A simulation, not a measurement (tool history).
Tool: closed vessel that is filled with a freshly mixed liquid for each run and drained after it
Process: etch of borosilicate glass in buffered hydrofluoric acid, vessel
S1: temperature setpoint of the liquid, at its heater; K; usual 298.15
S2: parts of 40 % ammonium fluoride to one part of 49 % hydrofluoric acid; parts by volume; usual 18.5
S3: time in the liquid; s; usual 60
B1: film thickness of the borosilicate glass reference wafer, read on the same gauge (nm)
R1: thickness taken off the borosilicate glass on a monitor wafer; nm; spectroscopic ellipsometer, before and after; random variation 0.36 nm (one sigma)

run 1 hour=0.0 | S1=298.15 S2=22.0 S3=60 | B1=70.02 | R1=43.60
run 2 hour=24.7 | S1=298.15 S2=22.0 S3=60 | B1=69.99 | R1=43.41
run 3 hour=48.2 | S1=298.15 S2=14.5 S3=60 | B1=70.00 | R1=62.83
run 4 hour=72.6 | S1=298.15 S2=14.5 S3=60 | B1=70.00 | R1=62.23
run 5 hour=92.7 | S1=298.15 S2=18.5 S3=60 | B1=70.03 | R1=48.81
run 6 hour=109.0 | S1=298.15 S2=18.5 S3=60 | B1=70.00 | R1=49.54
-- hour=129.6 hydrofluoric acid flow meter replaced
run 7 hour=131.3 | S1=298.15 S2=18.5 S3=60 | B1=70.02 | R1=54.01
-- hour=139.6 thermometer replaced
run 8 hour=146.4 | S1=295.65 S2=18.5 S3=60 | B1=69.98 | R1=40.80
run 9 hour=164.8 | S1=300.15 S2=12.5 S3=35 | B1=69.96 | R1=44.83
run 10 hour=200.4 | S1=298.15 S2=18.5 S3=60 | B1=70.02 | R1=47.53
-- hour=203.3 gauge calibrated
run 11 hour=230.0 | S1=296.15 S2=18.5 S3=60 | B1=70.01 | R1=42.16
run 12 hour=251.5 | S1=300.15 S2=25.0 S3=80 | B1=70.00 | R1=56.09
run 13 hour=265.0 | S1=294.15 S2=23.5 S3=60 | B1=70.00 | R1=32.02
run 14 hour=278.7 | S1=295.15 S2=18.5 S3=85 | B1=70.01 | R1=56.64
run 15 hour=291.6 | S1=301.65 S2=15.5 S3=50 | B1=69.99 | R1=56.47

Forecast each of these 3 alternatives for the next run:
run A hour=292.3 | S1=302.15 S2=18.5 S3=60 | B1=? | R1=?
run B hour=292.3 | S1=298.15 S2=21.0 S3=75 | B1=? | R1=?
run C hour=292.3 | S1=294.65 S2=15.0 S3=90 | B1=? | R1=?

run=A B1=70.00 R1=58.57
run=B B1=70.00 R1=53.64
run=C B1=70.00 R1=72.56
Without the tool's hidden state the same runs would have given:
run=A R1=58.81
run=B R1=53.25
run=C R1=72.77
